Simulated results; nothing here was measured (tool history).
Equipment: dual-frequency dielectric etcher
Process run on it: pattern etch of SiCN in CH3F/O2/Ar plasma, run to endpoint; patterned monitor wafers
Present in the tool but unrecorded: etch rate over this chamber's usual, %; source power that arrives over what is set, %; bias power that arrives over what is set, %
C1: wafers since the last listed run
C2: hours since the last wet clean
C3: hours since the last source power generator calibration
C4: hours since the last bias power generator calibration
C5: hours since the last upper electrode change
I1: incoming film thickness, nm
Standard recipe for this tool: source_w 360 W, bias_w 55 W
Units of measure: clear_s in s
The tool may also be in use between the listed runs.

run 1 hour=0 | source_w=360 bias_w=55 | C1=0 C2=210.1 C3=2009.5 C4=3068.6 C5=3679.5 | I1=9.93 | clear_s=32.8
run 2 hour=102.8 | source_w=360 bias_w=50 | C1=1695 C2=312.9 C3=2112.3 C4=3171.4 C5=3782.3 | I1=9.99 | clear_s=34.1
run 3 hour=196.1 | source_w=360 bias_w=50 | C1=1538 C2=406.2 C3=2205.6 C4=3264.7 C5=3875.6 | I1=9.98 | clear_s=34.1
run 4 hour=303.1 | source_w=360 bias_w=50 | C1=1764 C2=513.2 C3=2312.6 C4=3371.7 C5=3982.6 | I1=9.97 | clear_s=33.8
run 5 hour=383.4 | source_w=360 bias_w=55 | C1=1324 C2=593.5 C3=2392.9 C4=3452 C5=4062.9 | I1=9.93 | clear_s=32.9
run 6 hour=428.5 | source_w=360 bias_w=55 | C1=743 C2=638.6 C3=2438 C4=3497.1 C5=4108 | I1=9.79 | clear_s=32.5
-- hour=466.2 wet clean of the chamber
run 7 hour=487.1 | source_w=360 bias_w=55 | C1=570 C2=20.9 C3=2496.6 C4=3555.7 C5=4166.6 | I1=9.98 | clear_s=33
run 8 hour=562.6 | source_w=360 bias_w=55 | C1=1245 C2=96.4 C3=2572.1 C4=3631.2 C5=4242.1 | I1=9.91 | clear_s=32.9
run 9 hour=658.2 | source_w=360 bias_w=55 | C1=1576 C2=192 C3=2667.7 C4=3726.8 C5=4337.7 | I1=9.88 | clear_s=32.6
run 10 hour=742.5 | source_w=400 bias_w=55 | C1=1390 C2=276.3 C3=2752 C4=3811.1 C5=4422 | I1=9.9 | clear_s=31.5
run 11 hour=940.1 | source_w=400 bias_w=55 | C1=3258 C2=473.9 C3=2949.6 C4=4008.7 C5=4619.6 | I1=9.97 | clear_s=32
-- hour=978.1 source power generator calibrated
run 12 hour=996.5 | source_w=360 bias_w=55 | C1=864 C2=530.3 C3=18.4 C4=4065.1 C5=4676 | I1=9.93 | clear_s=32.7
run 13 hour=1072.1 | source_w=360 bias_w=64 | C1=1246 C2=605.9 C3=94 C4=4140.7 C5=4751.6 | I1=9.88 | clear_s=31
-- hour=1165.6 wet clean of the chamber
run 14 hour=1166.1 | source_w=360 bias_w=62 | C1=1154 C2=0.5 C3=188 C4=4234.7 C5=4845.6 | I1=9.88 | clear_s=31.3
run 15 hour=1213.1 | source_w=420 bias_w=62 | C1=775 C2=47.5 C3=235 C4=4281.7 C5=4892.6 | I1=9.87 | clear_s=29.9
run 16 hour=1303.2 | source_w=360 bias_w=55 | C1=1485 C2=137.6 C3=325.1 C4=4371.8 C5=4982.7 | I1=9.96 | clear_s=32.7
run 17 hour=1354.4 | source_w=360 bias_w=55 | C1=844 C2=188.8 C3=376.3 C4=4423 C5=5033.9 | I1=9.98 | clear_s=32.5
run 18 hour=1404.5 | source_w=430 bias_w=64 | C1=826 C2=238.9 C3=426.4 C4=4473.1 C5=5084 | I1=9.97 | clear_s=29.5
run 19 hour=1499.1 | source_w=310 bias_w=63 | C1=1560 C2=333.5 C3=521 C4=4567.7 C5=5178.6 | I1=9.9 | clear_s=32.3
run 20 hour=1540.4 | source_w=440 bias_w=60 | C1=681 C2=374.8 C3=562.3 C4=4609 C5=5219.9 | I1=9.82 | clear_s=29.7
-- hour=1570.2 source power generator calibrated, repeated, since the last time left the tool worse
run 21 hour=1578.8 | source_w=360 bias_w=55 | C1=567 C2=413.2 C3=8.6 C4=4647.4 C5=5258.3 | I1=9.82 | clear_s=32.6
run 22 hour=1642.2 | source_w=330 bias_w=62 | C1=1045 C2=476.6 C3=72 C4=4710.8 C5=5321.7 | I1=9.83 | clear_s=32.3
-- hour=1664.5 bias power generator calibrated
run 23 hour=1679.3 | source_w=360 bias_w=61 | C1=545 C2=513.7 C3=109.1 C4=14.8 C5=5358.8 | I1=9.84 | clear_s=31.5
-- hour=1745.6 upper electrode replaced
-- hour=1829.8 wet clean of the chamber
run 24 hour=1844.5 | source_w=360 bias_w=55 | C1=1932 C2=14.7 C3=274.3 C4=180 C5=98.9 | I1=9.86 | clear_s=32.6
run 25 hour=1928 | source_w=410 bias_w=55 | C1=1377 C2=98.2 C3=357.8 C4=263.5 C5=182.4 | I1=9.87 | clear_s=31.5
run 26 hour=2016.2 | source_w=310 bias_w=45 | C1=1454 C2=186.4 C3=446 C4=351.7 C5=270.6 | I1=9.96 | clear_s=36.7
run 27 hour=2110.3 | source_w=410 bias_w=42 | C1=1551 C2=280.5 C3=540.1 C4=445.8 C5=364.7 | I1=9.94 | clear_s=34.4
run 28 hour=2213.3 | source_w=410 bias_w=43 | C1=1698 C2=383.5 C3=643.1 C4=548.8 C5=467.7 | I1=9.81 | clear_s=34
run 29 hour=2294.1 | source_w=280 bias_w=55 | C1=1332 C2=464.3 C3=723.9 C4=629.6 C5=548.5 | I1=9.99 | clear_s=35.1
run 30 hour=2416.3 | source_w=320 bias_w=55 | C1=2015 C2=586.5 C3=846.1 C4=751.8 C5=670.7 | I1=9.83 | clear_s=33.7
run 31 hour=2522.1 | source_w=270 bias_w=48 | C1=1744 C2=692.3 C3=951.9 C4=857.6 C5=776.5 | I1=9.99 | clear_s=37.1
-- hour=2552.3 wet clean of the chamber
run 32 hour=2568 | source_w=280 bias_w=66 | C1=361 C2=15.7 C3=997.8 C4=903.5 C5=822.4 | I1=9.94 | clear_s=33
run 33 hour=2620.7 | source_w=280 bias_w=64 | C1=869 C2=68.4 C3=1050.5 C4=956.2 C5=875.1 | I1=9.9 | clear_s=33.2
run 34 hour=2708.3 | source_w=360 bias_w=55 | C1=1444 C2=156 C3=1138.1 C4=1043.8 C5=962.7 | I1=9.86 | clear_s=32.6
run 35 hour=2787.6 | source_w=410 bias_w=65 | C1=1307 C2=235.3 C3=1217.4 C4=1123.1 C5=1042 | I1=9.96 | clear_s=30.1
run 36 hour=2854.2 | source_w=360 bias_w=66 | C1=1098 C2=301.9 C3=1284 C4=1189.7 C5=1108.6 | I1=9.87 | clear_s=30.7

Forecast each of these 3 alternatives for the next run:
run A hour=2854.6 | source_w=290 bias_w=55 | C1=6 C2=302.3 C3=1284.4 C4=1190.1 C5=1109 | I1=9.87 | clear_s=?
run B hour=2854.6 | source_w=290 bias_w=64 | C1=6 C2=302.3 C3=1284.4 C4=1190.1 C5=1109 | I1=9.87 | clear_s=?
run C hour=2854.6 | source_w=400 bias_w=61 | C1=6 C2=302.3 C3=1284.4 C4=1190.1 C5=1109 | I1=9.87 | clear_s=?

run=A clear_s=34.4
run=B clear_s=32.8
run=C clear_s=30.6
With no hidden state in the tool, these same runs would have given:
run=A clear_s=34.6
run=B clear_s=33
run=C clear_s=30.8

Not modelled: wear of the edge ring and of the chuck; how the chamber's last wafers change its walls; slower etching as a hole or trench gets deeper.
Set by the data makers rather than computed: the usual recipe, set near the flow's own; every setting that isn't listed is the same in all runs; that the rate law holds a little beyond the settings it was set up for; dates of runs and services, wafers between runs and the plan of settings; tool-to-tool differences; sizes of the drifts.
